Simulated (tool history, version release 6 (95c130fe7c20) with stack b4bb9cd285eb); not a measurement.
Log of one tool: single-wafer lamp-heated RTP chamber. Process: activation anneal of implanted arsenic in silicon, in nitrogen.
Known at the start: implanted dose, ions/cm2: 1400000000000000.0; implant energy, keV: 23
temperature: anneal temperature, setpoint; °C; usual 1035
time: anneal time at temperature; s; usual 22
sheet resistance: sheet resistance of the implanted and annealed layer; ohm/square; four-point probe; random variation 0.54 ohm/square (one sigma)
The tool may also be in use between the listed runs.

run      day  temperature  time  wafers since the last listed run  wafers since the last pyrometer calibration  wafers since the reflector plate was cleaned  hours since the gauge calibration  read-back reference wafer on the same gauge, sheet resistance  sheet resistance
  1    0.000         1035    22                                 0                                         4596                                          7719                              724.1                                                          98.63             92.09
  2    3.067         1035    22                               627                                         5224                                          8347                              797.7                                                          98.41             90.66
       4.479  -- reflector plate cleaned
  3    4.692         1035    22                               264                                         5488                                            43                              836.7                                                          98.62             91.97
       5.050  -- pyrometer window cleaned and pyrometer calibrated
  4    6.367         1035    22                               274                                          269                                           318                              876.9                                                          98.45             90.80
  5    8.917         1041    22                               521                                          791                                           840                              938.1                                                          98.35             89.80
  6   10.725         1035    22                               370                                         1161                                          1210                              981.5                                                          98.30             92.15
  7   22.129         1035    22                              2334                                         3495                                          3544                             1255.2                                                          98.41             91.35
  8   24.525         1035    22                               490                                         3985                                          4034                             1312.7                                                          98.52             92.49
  9   28.554         1035    22                               824                                         4810                                          4859                             1409.4                                                          98.44             91.66
 10   31.958         1035    22                               696                                         5507                                          5556                             1491.1                                                          98.46             92.13
      32.554  -- pyrometer window cleaned and pyrometer calibrated
 11   43.071         1035    22                              2206                                         2152                                          7762                             1757.8                                                          98.46             91.86
 12   46.075         1035    22                               614                                         2766                                          8377                             1829.9                                                          98.59             91.12
      48.629  -- reflector plate cleaned
 13   48.650         1021    22                               458                                         3225                                             4                             1891.7                                                          98.45             95.19
 14   51.104         1021    22                               502                                         3728                                           506                             1950.6                                                          98.62             95.25
 15   55.446         1021    22                               888                                         4616                                          1395                             2054.8                                                          98.44             95.54
      56.254  -- pyrometer window cleaned and pyrometer calibrated
 16   57.704         1035    22                               394                                          297                                          1789                             2109.0                                                          98.61             91.31
 17   59.642         1035    22                               396                                          693                                          2185                             2155.5                                                          98.65             91.81
 18   62.588         1035    22                               602                                         1296                                          2788                             2226.2                                                          98.43             91.75
      62.671  -- gauge calibrated
 19   64.504         1019    35                               392                                         1688                                          3181                               44.0                                                          98.57             90.98
 20   68.075         1035    22                               730                                         2419                                          3911                              129.7                                                          98.59             90.89
 21   71.138         1035    22                               626                                         3046                                          4538                              203.2                                                          98.61             92.59
 22   72.879         1035    22                               356                                         3403                                          4895                              245.0                                                          98.59             92.08
 23   76.529         1035    22                               747                                         4150                                          5642                              332.6                                                          98.58             91.37
 24   78.596         1051    34                               422                                         4573                                          6065                              382.2                                                          98.30             83.43
      79.000  -- pyrometer window cleaned and pyrometer calibrated
 25   82.288         1026    31                               687                                          673                                          6752                              470.8                                                          98.57             90.19
 26   83.962         1035    22                               342                                         1015                                          7095                              511.0                                                          98.60             91.15
 27   86.817         1035    22                               584                                         1600                                          7679                              579.5                                                          98.47             91.57
 28   90.704         1035    10                               795                                         2395                                          8475                              672.8                                                          98.36             99.82
      93.900  -- reflector plate cleaned
 29   94.983         1052    11                               807                                         3203                                           221                              775.5                                                          98.69             94.67
 30   97.150         1016    22                               443                                         3646                                           665                              827.5                                                          98.44             96.71
 31   98.783         1064    18                               334                                         3981                                           999                              866.7                                                          98.58             86.20
 32  102.633         1012    32                               788                                         4769                                          1787                              959.1                                                          98.37             93.90
     103.729  -- pyrometer window cleaned and pyrometer calibrated
 33  104.875         1013    31                               390                                          234                                          2178                             1012.9                                                          98.37             93.85
 34  109.212         1035    30                               887                                         1122                                          3065                             1117.0                                                          98.48             88.54
 35  110.738         1035    22                               312                                         1434                                          3378                             1153.6                                                          98.57             92.42
 36  114.888         1021    22                               849                                         2283                                          4227                             1253.2                                                          98.54             95.20
 37  116.554         1058    12                               341                                         2624                                          4568                             1293.2                                                          98.53             91.39

Forecast each of these 4 alternatives for the next run:
  A  116.571         1035    18                                 3                                         2628                                          4571                             1293.6                                                              ?                 ?
  B  116.571         1026    30                                 3                                         2628                                          4571                             1293.6                                                              ?                 ?
  C  116.571         1035    13                                 3                                         2628                                          4571                             1293.6                                                              ?                 ?
  D  116.571         1019    16                                 3                                         2628                                          4571                             1293.6                                                              ?                 ?

run  read-back reference wafer on the same gauge, sheet resistance  sheet resistance
  A                                                          98.59             92.92
  B                                                          98.59             89.98
  C                                                          98.59             96.18
  D                                                          98.59             98.24
Without the tool's hidden state the same runs would have given:
run  sheet resistance
  A             92.92
  B             89.98
  C             96.18
  D             98.24
